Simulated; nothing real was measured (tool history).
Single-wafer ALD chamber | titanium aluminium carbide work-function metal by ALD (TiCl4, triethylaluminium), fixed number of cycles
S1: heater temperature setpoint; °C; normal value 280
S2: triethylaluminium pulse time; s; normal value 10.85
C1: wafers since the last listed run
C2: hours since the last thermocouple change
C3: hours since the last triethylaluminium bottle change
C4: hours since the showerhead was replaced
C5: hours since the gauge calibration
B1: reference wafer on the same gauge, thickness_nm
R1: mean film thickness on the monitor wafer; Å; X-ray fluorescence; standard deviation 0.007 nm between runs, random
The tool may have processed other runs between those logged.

Run 1, hour 0.0: usual settings; C1 0; C2 2169.0; C3 1453.0; C4 6925.6; C5 290.7; B1 1.700. Result: R1 19.14 Å.
Run 2, hour 8.3: usual settings; C1 95; C2 2177.3; C3 1461.3; C4 6933.9; C5 299.0; B1 1.701. Result: R1 18.90 Å.
Run 3, hour 18.0: usual settings; C1 111; C2 2187.0; C3 1471.0; C4 6943.6; C5 308.7; B1 1.701. Result: R1 19.17 Å.
Run 4, hour 26.8: usual settings; C1 100; C2 2195.8; C3 1479.8; C4 6952.4; C5 317.5; B1 1.698. Result: R1 19.08 Å.
Run 5, hour 33.9: usual settings; C1 81; C2 2202.9; C3 1486.9; C4 6959.5; C5 324.6; B1 1.699. Result: R1 19.07 Å.
Run 6, hour 43.4: usual settings; C1 108; C2 2212.4; C3 1496.4; C4 6969.0; C5 334.1; B1 1.701. Result: R1 19.17 Å.
Run 7, hour 51.9: usual settings; C1 97; C2 2220.9; C3 1504.9; C4 6977.5; C5 342.6; B1 1.700. Result: R1 19.07 Å.
Run 8, hour 59.4: usual settings; C1 86; C2 2228.4; C3 1512.4; C4 6985.0; C5 350.1; B1 1.700. Result: R1 19.03 Å.
Run 9, hour 71.1: usual settings but S1 269 °C, S2 8.31 s; C1 134; C2 2240.1; C3 1524.1; C4 6996.7; C5 361.8; B1 1.701. Result: R1 17.41 Å.
Run 10, hour 83.9: usual settings; C1 146; C2 2252.9; C3 1536.9; C4 7009.5; C5 374.6; B1 1.700. Result: R1 19.06 Å.
At hour 102.1: thermocouple changed; heater temperature recalibrated.
At hour 110.4: showerhead replaced.
Run 11, hour 110.9: usual settings; C1 126; C2 8.8; C3 1563.9; C4 0.5; C5 401.6; B1 1.700. Result: R1 19.21 Å.
Run 12, hour 111.6: usual settings; C1 8; C2 9.5; C3 1564.6; C4 1.2; C5 402.3; B1 1.700. Result: R1 19.02 Å.
Run 13, hour 117.6: usual settings but S1 275 °C, S2 14.56 s; C1 68; C2 15.5; C3 1570.6; C4 7.2; C5 408.3; B1 1.699. Result: R1 18.92 Å.
Run 14, hour 130.7: usual settings but S1 292 °C, S2 13.35 s; C1 150; C2 28.6; C3 1583.7; C4 20.3; C5 421.4; B1 1.701. Result: R1 20.64 Å.
Run 15, hour 144.8: usual settings but S1 273 °C, S2 7.60 s; C1 161; C2 42.7; C3 1597.8; C4 34.4; C5 435.5; B1 1.699. Result: R1 17.64 Å.
Run 16, hour 156.9: usual settings; C1 138; C2 54.8; C3 1609.9; C4 46.5; C5 447.6; B1 1.701. Result: R1 18.94 Å.
Run 17, hour 164.6: usual settings but S1 269 °C; C1 88; C2 62.5; C3 1617.6; C4 54.2; C5 455.3; B1 1.700. Result: R1 17.89 Å.
At hour 174.8: triethylaluminium bottle replaced.
Run 18, hour 175.8: usual settings but S2 7.43 s; C1 36; C2 73.7; C3 1.0; C4 65.4; C5 466.5; B1 1.699. Result: R1 18.45 Å.
Run 19, hour 192.2: usual settings; C1 188; C2 90.1; C3 17.4; C4 81.8; C5 482.9; B1 1.701. Result: R1 19.10 Å.
Run 20, hour 205.0: usual settings but S1 276 °C, S2 6.61 s; C1 146; C2 102.9; C3 30.2; C4 94.6; C5 495.7; B1 1.700. Result: R1 17.57 Å.
At hour 206.1: gauge calibrated.
Run 21, hour 222.8: usual settings but S1 271 °C, S2 9.34 s; C1 204; C2 120.7; C3 48.0; C4 112.4; C5 16.7; B1 1.700. Result: R1 17.94 Å.
Run 22, hour 239.5: usual settings but S1 288 °C, S2 12.02 s; C1 191; C2 137.4; C3 64.7; C4 129.1; C5 33.4; B1 1.700. Result: R1 20.18 Å.
Run 23, hour 253.9: usual settings but S2 12.39 s; C1 165; C2 151.8; C3 79.1; C4 143.5; C5 47.8; B1 1.701. Result: R1 19.40 Å.
Run 24, hour 263.1: usual settings; C1 105; C2 161.0; C3 88.3; C4 152.7; C5 57.0; B1 1.700. Result: R1 19.14 Å.
Run 25, hour 280.6: usual settings but S2 7.43 s; C1 200; C2 178.5; C3 105.8; C4 170.2; C5 74.5; B1 1.701. Result: R1 18.30 Å.
Run 26, hour 293.8: usual settings but S1 287 °C, S2 8.22 s; C1 151; C2 191.7; C3 119.0; C4 183.4; C5 87.7; B1 1.700. Result: R1 19.23 Å.
Run 27, hour 302.8: usual settings but S1 286 °C, S2 7.79 s; C1 103; C2 200.7; C3 128.0; C4 192.4; C5 96.7; B1 1.700. Result: R1 18.96 Å.
Run 28, hour 314.0: usual settings but S1 268 °C, S2 7.61 s; C1 128; C2 211.9; C3 139.2; C4 203.6; C5 107.9; B1 1.701. Result: R1 17.11 Å.
Run 29, hour 325.0: usual settings but S1 274 °C, S2 8.34 s; C1 126; C2 222.9; C3 150.2; C4 214.6; C5 118.9; B1 1.700. Result: R1 17.97 Å.
Run 30, hour 338.5: usual settings but S1 275 °C, S2 14.56 s; C1 154; C2 236.4; C3 163.7; C4 228.1; C5 132.4; B1 1.701. Result: R1 18.89 Å.
Run 31, hour 351.9: usual settings but S1 267 °C, S2 14.78 s; C1 153; C2 249.8; C3 177.1; C4 241.5; C5 145.8; B1 1.699. Result: R1 18.15 Å.

For run 32, what comes out?
Run 32, hour 360.1: usual settings but S1 267 °C, S2 7.06 s; C1 94; C2 258.0; C3 185.3; C4 249.7; C5 154.0; B1 ?. Result: R1 ?.

Run 32 yielded B1 1.700, R1 16.92 Å.
If the tool had no hidden condition, the same run with the same run-to-run variation would have returned R1 16.92 Å.
